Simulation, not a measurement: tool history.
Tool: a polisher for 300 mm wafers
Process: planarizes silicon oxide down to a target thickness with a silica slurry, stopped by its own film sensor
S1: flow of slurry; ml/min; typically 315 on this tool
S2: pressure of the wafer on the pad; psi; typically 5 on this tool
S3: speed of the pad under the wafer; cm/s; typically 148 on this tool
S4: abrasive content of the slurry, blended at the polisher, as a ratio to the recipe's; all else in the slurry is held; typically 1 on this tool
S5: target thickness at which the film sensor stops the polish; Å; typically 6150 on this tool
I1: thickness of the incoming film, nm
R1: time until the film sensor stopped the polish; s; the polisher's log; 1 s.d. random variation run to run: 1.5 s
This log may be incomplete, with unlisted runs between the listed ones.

run	hour	S1	S2	S3	S4	S5	I1	R1
1	0	215	5	148	1	6150	1231.6	132.3
2	51.3	225	5	148	1	4820	1229.2	165
# hour 102.6: slurry blender recalibrated
3	109.8	315	5	148	1	6150	1235.2	133.4
# hour 133.8: slurry nozzle cleaned
4	179.6	225	5	148	1	6150	1222.3	131.4
# hour 199.4: worn pad replaced by a new one
5	227.2	370	4.4	148	1	6150	1244.3	150.8
# hour 239.3: head pressure recalibrated
6	261.1	315	5	148	1	6150	1239.2	127
7	286.8	315	5	128	1	6150	1224.7	138.9
# hour 334.1: conditioning disc replaced and pad reconditioned
8	463.4	315	6.1	172	1	6150	1254.5	97
9	511.9	315	5	148	1	6150	1230.8	130.3
10	560.9	315	5	106	1	6150	1220.5	168.9
11	594.8	315	5	148	1	6150	1214	127.5
12	660.3	315	5	148	1.1	5480	1220.9	139.6
# hour 684.1: slurry nozzle cleaned
# hour 718: slurry blender recalibrated
13	727.8	315	5	148	0.9	6150	1233.1	140.2
14	754.8	315	5	148	0.85	6760	1227.6	125.1
15	813.1	315	5	148	1	6150	1232.7	134.2
# hour 821.7: worn pad replaced by a new one
# hour 823.1: head pressure recalibrated
16	862.7	315	3.6	148	1	6150	1235.8	173.7
# hour 895.5: conditioning disc replaced and pad reconditioned
17	917.5	315	5	166	1	6150	1238.1	115.6
18	983.8	315	4.3	148	1.25	8250	1228.4	89.1
19	1036.5	315	5	186	1	4930	1220.5	128.2
20	1088.8	315	5	148	0.9	4470	1227.9	169.6
21	1121.1	315	5	104	1	6150	1216	163.6

For run 22, what comes out?
# hour 1224.1: slurry nozzle cleaned
22	1245.9	315	5	148	1	8100	1225.5	?

Run 22 came out at R1 87.4 s.
The same run, on a tool lacking any hidden state, would have yielded R1 83.6 s.
